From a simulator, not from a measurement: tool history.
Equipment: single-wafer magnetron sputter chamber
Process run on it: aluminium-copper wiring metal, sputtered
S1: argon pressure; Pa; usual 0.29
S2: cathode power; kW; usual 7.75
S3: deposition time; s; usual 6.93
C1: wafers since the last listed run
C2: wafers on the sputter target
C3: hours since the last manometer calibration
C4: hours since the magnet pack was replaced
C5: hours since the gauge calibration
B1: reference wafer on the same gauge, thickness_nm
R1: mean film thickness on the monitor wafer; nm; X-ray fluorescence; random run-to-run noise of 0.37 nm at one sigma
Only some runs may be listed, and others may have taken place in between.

run 1 day=0 | S1=0.29 S2=6.3 S3=6.93 | C1=0 C2=5388 C3=917 C4=4437.5 C5=161.1 | B1=97.488 | R1=79.005
run 2 day=2.208 | S1=0.29 S2=6.3 S3=6.93 | C1=1590 C2=6979 C3=970 C4=4490.5 C5=214.1 | B1=97.569 | R1=78.309
run 3 day=4.138 | S1=0.29 S2=7.75 S3=7.7 | C1=1389 C2=8369 C3=1016.3 C4=4536.8 C5=260.4 | B1=97.443 | R1=104.615
run 4 day=5.738 | S1=0.29 S2=7.75 S3=7.7 | C1=1152 C2=9522 C3=1054.7 C4=4575.2 C5=298.8 | B1=97.518 | R1=104.184
-- day=6.279 sputter target and shields replaced
run 5 day=6.842 | S1=0.36 S2=6.6 S3=6.93 | C1=555 C2=405 C3=1081.2 C4=4601.7 C5=325.3 | B1=97.432 | R1=76.859
run 6 day=8.271 | S1=0.36 S2=6.6 S3=6.93 | C1=1029 C2=1435 C3=1115.5 C4=4636 C5=359.6 | B1=97.369 | R1=75.879
-- day=12.233 sputter target and shields replaced, repeated, since the last time left the tool worse
-- day=14.525 capacitance manometer re-zeroed and calibrated
run 7 day=16.721 | S1=0.36 S2=6.6 S3=6.93 | C1=5607 C2=2993 C3=52.7 C4=4838.8 C5=562.4 | B1=97.549 | R1=80.201
run 8 day=19.271 | S1=0.29 S2=6.75 S3=6.93 | C1=1837 C2=4830 C3=113.9 C4=4900 C5=623.6 | B1=97.461 | R1=83.344

Run 9 is up next; what results do you expect?
run 9 day=21.921 | S1=0.29 S2=7.75 S3=6.93 | C1=1909 C2=6739 C3=177.5 C4=4963.6 C5=687.2 | B1=? | R1=?

B1: 97.418
R1: 93.91 nm
The same run, on a tool lacking any hidden state, would have yielded R1 96.869 nm.
